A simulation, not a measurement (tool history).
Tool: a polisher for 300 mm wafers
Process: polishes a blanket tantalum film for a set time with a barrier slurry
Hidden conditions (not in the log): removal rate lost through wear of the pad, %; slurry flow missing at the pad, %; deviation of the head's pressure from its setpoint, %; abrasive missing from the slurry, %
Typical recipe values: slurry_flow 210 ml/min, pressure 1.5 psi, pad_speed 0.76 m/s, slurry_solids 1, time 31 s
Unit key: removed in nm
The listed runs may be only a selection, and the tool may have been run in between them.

| run | hour | slurry_flow | pressure | pad_speed | slurry_solids | time | wafers since the last listed run | wafers polished on this pad | hours since the slurry nozzle was cleaned | hours since the head pressure was calibrated | hours since the slurry blender was calibrated | incoming thickness of the incoming film, nm | removed |
|---|---|---|---|---|---|---|---|---|---|---|---|---|---|
| 1 | 0 | 255 | 1.5 | 0.76 | 1 | 31 | 0 | 184 | 16.8 | 1163.9 | 333.7 | 389 | 36 |
| 2 | 8.2 | 210 | 1.3 | 0.76 | 1.2 | 31 | 79 | 263 | 25 | 1172.1 | 341.9 | 383.6 | 32.2 |
| 3 | 18.6 | 245 | 1.5 | 0.76 | 1 | 33 | 100 | 364 | 35.4 | 1182.5 | 352.3 | 382.5 | 38.5 |
| 4 | 27.8 | 210 | 1.5 | 0.76 | 1 | 31 | 89 | 453 | 44.6 | 1191.7 | 361.5 | 397.1 | 34.1 |
| 5 | 34.1 | 210 | 1.5 | 0.76 | 1 | 31 | 61 | 515 | 50.9 | 1198 | 367.8 | 392.2 | 34 |
| 6 | 40.9 | 210 | 1.5 | 0.76 | 1.2 | 31 | 66 | 581 | 57.7 | 1204.8 | 374.6 | 393.7 | 36.2 |
| 7 | 56.1 | 210 | 1.5 | 0.76 | 1.2 | 31 | 147 | 728 | 72.9 | 1220 | 389.8 | 388.9 | 36.6 |
| 8 | 65.4 | 210 | 1.5 | 0.76 | 1 | 31 | 90 | 818 | 82.2 | 1229.3 | 399.1 | 389.1 | 34.2 |
| 9 | 81.3 | 210 | 1.5 | 0.56 | 1 | 31 | 154 | 973 | 98.1 | 1245.2 | 415 | 385.1 | 28.5 |
|  | 93.7 | slurry blender recalibrated |
| 10 | 97.9 | 210 | 1.5 | 0.76 | 1 | 31 | 141 | 1114 | 114.7 | 1261.8 | 4.2 | 392.4 | 34.5 |
|  | 106 | worn pad replaced by a new one |
| 11 | 110 | 210 | 1.5 | 0.76 | 1 | 31 | 78 | 38 | 126.8 | 1273.9 | 16.3 | 386.9 | 33.7 |
| 12 | 127.5 | 210 | 1.5 | 0.66 | 1 | 34 | 169 | 208 | 144.3 | 1291.4 | 33.8 | 387.2 | 32.9 |
| 13 | 144.9 | 210 | 1.5 | 0.76 | 1 | 31 | 168 | 377 | 161.7 | 1308.8 | 51.2 | 391.4 | 34 |
| 14 | 162.7 | 210 | 1.5 | 0.76 | 0.9 | 20 | 172 | 550 | 179.5 | 1326.6 | 69 | 387.9 | 21.4 |
| 15 | 175.2 | 275 | 1.7 | 0.68 | 1 | 25 | 121 | 671 | 192 | 1339.1 | 81.5 | 389.3 | 30.2 |
| 16 | 186.2 | 280 | 1.5 | 0.76 | 0.75 | 36 | 106 | 778 | 203 | 1350.1 | 92.5 | 393 | 36.7 |
| 17 | 199 | 210 | 1.5 | 0.76 | 1 | 31 | 124 | 902 | 215.8 | 1362.9 | 105.3 | 391 | 33.7 |
| 18 | 212.3 | 210 | 1.5 | 0.76 | 1 | 23 | 129 | 1031 | 229.1 | 1376.2 | 118.6 | 385.3 | 24.6 |
| 19 | 220.9 | 145 | 1.5 | 0.84 | 1.25 | 31 | 83 | 1115 | 237.7 | 1384.8 | 127.2 | 391.7 | 35.4 |
|  | 235.2 | worn pad replaced by a new one |
| 20 | 238.2 | 210 | 1.9 | 0.76 | 1.15 | 31 | 129 | 29 | 255 | 1402.1 | 144.5 | 391.2 | 44.1 |
|  | 255 | head pressure recalibrated |
| 21 | 255.7 | 210 | 1.5 | 0.76 | 1 | 41 | 150 | 179 | 272.5 | 0.7 | 162 | 396.6 | 43.7 |
| 22 | 270.8 | 210 | 1.5 | 0.76 | 1 | 31 | 146 | 326 | 287.6 | 15.8 | 177.1 | 391.4 | 33.2 |
| 23 | 278.3 | 270 | 1.5 | 0.76 | 1 | 26 | 72 | 399 | 295.1 | 23.3 | 184.6 | 389.8 | 28.9 |
| 24 | 295 | 250 | 1.1 | 0.64 | 1 | 22 | 162 | 561 | 311.8 | 40 | 201.3 | 388.7 | 15.7 |
| 25 | 306.2 | 210 | 1.5 | 0.76 | 1 | 31 | 108 | 669 | 323 | 51.2 | 212.5 | 396.4 | 32.6 |
| 26 | 324.2 | 210 | 1.8 | 0.76 | 1 | 25 | 174 | 844 | 341 | 69.2 | 230.5 | 386 | 31.5 |
| 27 | 335.8 | 210 | 1.5 | 0.76 | 1 | 31 | 112 | 957 | 352.6 | 80.8 | 242.1 | 387.4 | 32.4 |
|  | 343.6 | worn pad replaced by a new one |
| 28 | 346.7 | 160 | 1.9 | 0.76 | 1 | 31 | 66 | 30 | 363.5 | 91.7 | 253 | 388.9 | 38.7 |
| 29 | 358.2 | 175 | 1.1 | 0.76 | 0.8 | 27 | 111 | 141 | 375 | 103.2 | 264.5 | 386.9 | 18.5 |
| 30 | 372.3 | 270 | 1.5 | 0.88 | 0.9 | 31 | 136 | 278 | 389.1 | 117.3 | 278.6 | 391.6 | 36.9 |
| 31 | 379.5 | 275 | 1.2 | 0.76 | 1 | 31 | 69 | 348 | 396.3 | 124.5 | 285.8 | 395.7 | 27.1 |

Some steps in removed between neighbouring runs. How much of each would the tool show without its hidden state too (settings, what came in, random variation), and how much is left for the hidden state, with any gauge scatter that isn't in both results?
Run 18 -> 19: slurry_flow 210 -> 145, pad_speed 0.76 -> 0.84, slurry_solids 1 -> 1.25, time 23 -> 31. removed +10.8 nm: hidden state -1.5, all else +12.3.
Run 24 -> 25: slurry_flow 250 -> 210, pressure 1.1 -> 1.5, pad_speed 0.64 -> 0.76, time 22 -> 31. removed +16.9 nm: hidden state -1.3, all else +18.2.
Run 27 -> 28: slurry_flow 210 -> 160, pressure 1.5 -> 1.9, worn pad replaced by a new one. removed +6.3 nm: hidden state -1.6, all else +7.9.
Run 28 -> 29: slurry_flow 160 -> 175, pressure 1.9 -> 1.1, slurry_solids 1 -> 0.8, time 31 -> 27. removed -20.2 nm: hidden state +2.1, all else -22.3.
Run 29 -> 30: slurry_flow 175 -> 270, pressure 1.1 -> 1.5, pad_speed 0.76 -> 0.88, slurry_solids 0.8 -> 0.9, time 27 -> 31. removed +18.4 nm: hidden state -0.4, all else +18.8.
